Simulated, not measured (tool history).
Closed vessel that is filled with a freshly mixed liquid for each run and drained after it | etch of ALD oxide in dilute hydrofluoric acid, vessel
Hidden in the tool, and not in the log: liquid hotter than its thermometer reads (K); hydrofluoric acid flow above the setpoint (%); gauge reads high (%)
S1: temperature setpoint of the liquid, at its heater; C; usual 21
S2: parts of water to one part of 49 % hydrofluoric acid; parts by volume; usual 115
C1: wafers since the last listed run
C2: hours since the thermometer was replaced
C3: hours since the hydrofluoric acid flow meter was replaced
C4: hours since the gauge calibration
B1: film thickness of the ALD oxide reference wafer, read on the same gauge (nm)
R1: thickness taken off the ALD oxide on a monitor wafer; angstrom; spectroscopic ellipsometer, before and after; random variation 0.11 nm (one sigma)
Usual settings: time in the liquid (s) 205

run 1 hour=0 | S1=21 S2=115 time_in_the_liquid_(s)=205 | C1=0 C2=579 C3=1238.6 C4=232.3 | B1=49.98 | R1=259.7
run 2 hour=27.7 | S1=21 S2=115 time_in_the_liquid_(s)=205 | C1=3373 C2=606.7 C3=1266.3 C4=260 | B1=50.01 | R1=258
run 3 hour=53.5 | S1=21 S2=115 time_in_the_liquid_(s)=205 | C1=3141 C2=632.5 C3=1292.1 C4=285.8 | B1=49.98 | R1=263.3
run 4 hour=69.9 | S1=21 S2=115 time_in_the_liquid_(s)=205 | C1=1997 C2=648.9 C3=1308.5 C4=302.2 | B1=50.01 | R1=263.2
run 5 hour=85.7 | S1=21 S2=115 time_in_the_liquid_(s)=205 | C1=1924 C2=664.7 C3=1324.3 C4=318 | B1=50.01 | R1=262.6
run 6 hour=103.7 | S1=21 S2=115 time_in_the_liquid_(s)=205 | C1=2191 C2=682.7 C3=1342.3 C4=336 | B1=50 | R1=263
run 7 hour=121.4 | S1=21 S2=115 time_in_the_liquid_(s)=205 | C1=2155 C2=700.4 C3=1360 C4=353.7 | B1=50 | R1=259.7
run 8 hour=156.5 | S1=21 S2=115 time_in_the_liquid_(s)=205 | C1=4274 C2=735.5 C3=1395.1 C4=388.8 | B1=50.01 | R1=258.8
run 9 hour=180.5 | S1=22 S2=115 time_in_the_liquid_(s)=205 | C1=2922 C2=759.5 C3=1419.1 C4=412.8 | B1=50.01 | R1=272.5
run 10 hour=198.9 | S1=22 S2=115 time_in_the_liquid_(s)=205 | C1=2240 C2=777.9 C3=1437.5 C4=431.2 | B1=49.99 | R1=273.3
run 11 hour=227.1 | S1=22 S2=115 time_in_the_liquid_(s)=205 | C1=3434 C2=806.1 C3=1465.7 C4=459.4 | B1=49.98 | R1=275.2
-- hour=228.5 thermometer replaced
run 12 hour=261.3 | S1=21 S2=115 time_in_the_liquid_(s)=205 | C1=4042 C2=32.8 C3=1499.9 C4=493.6 | B1=50.01 | R1=265.1
run 13 hour=283.2 | S1=21 S2=115 time_in_the_liquid_(s)=205 | C1=2666 C2=54.7 C3=1521.8 C4=515.5 | B1=50 | R1=263
run 14 hour=317.3 | S1=21 S2=115 time_in_the_liquid_(s)=205 | C1=4152 C2=88.8 C3=1555.9 C4=549.6 | B1=49.99 | R1=262.4
run 15 hour=349.2 | S1=22.5 S2=90 time_in_the_liquid_(s)=80 | C1=3884 C2=120.7 C3=1587.8 C4=581.5 | B1=49.99 | R1=143.9
run 16 hour=362 | S1=18.5 S2=115 time_in_the_liquid_(s)=205 | C1=1558 C2=133.5 C3=1600.6 C4=594.3 | B1=50.01 | R1=237.1
run 17 hour=385.6 | S1=18 S2=115 time_in_the_liquid_(s)=310 | C1=2873 C2=157.1 C3=1624.2 C4=617.9 | B1=49.99 | R1=352.3
run 18 hour=417 | S1=24.5 S2=165 time_in_the_liquid_(s)=170 | C1=3823 C2=188.5 C3=1655.6 C4=649.3 | B1=50.02 | R1=165
run 19 hour=444.7 | S1=21 S2=85 time_in_the_liquid_(s)=110 | C1=3373 C2=216.2 C3=1683.3 C4=677 | B1=50 | R1=198.6
run 20 hour=460.3 | S1=22.5 S2=115 time_in_the_liquid_(s)=205 | C1=1899 C2=231.8 C3=1698.9 C4=692.6 | B1=50 | R1=280.7
-- hour=485 gauge calibrated
run 21 hour=513.3 | S1=21 S2=115 time_in_the_liquid_(s)=205 | C1=6454 C2=284.8 C3=1751.9 C4=28.3 | B1=50 | R1=266.3
run 22 hour=536.7 | S1=21 S2=70 time_in_the_liquid_(s)=300 | C1=2849 C2=308.2 C3=1775.3 C4=51.7 | B1=49.99 | R1=671.4

Forecast run 23:
-- hour=540.3 hydrofluoric acid flow meter replaced
run 23 hour=559.9 | S1=21 S2=115 time_in_the_liquid_(s)=205 | C1=2703 C2=331.4 C3=19.6 C4=74.9 | B1=? | R1=?

{"run 23": {"B1": 50.01, "R1": 247.5}}
Without the tool's hidden state the same run would have given R1 247 angstrom.
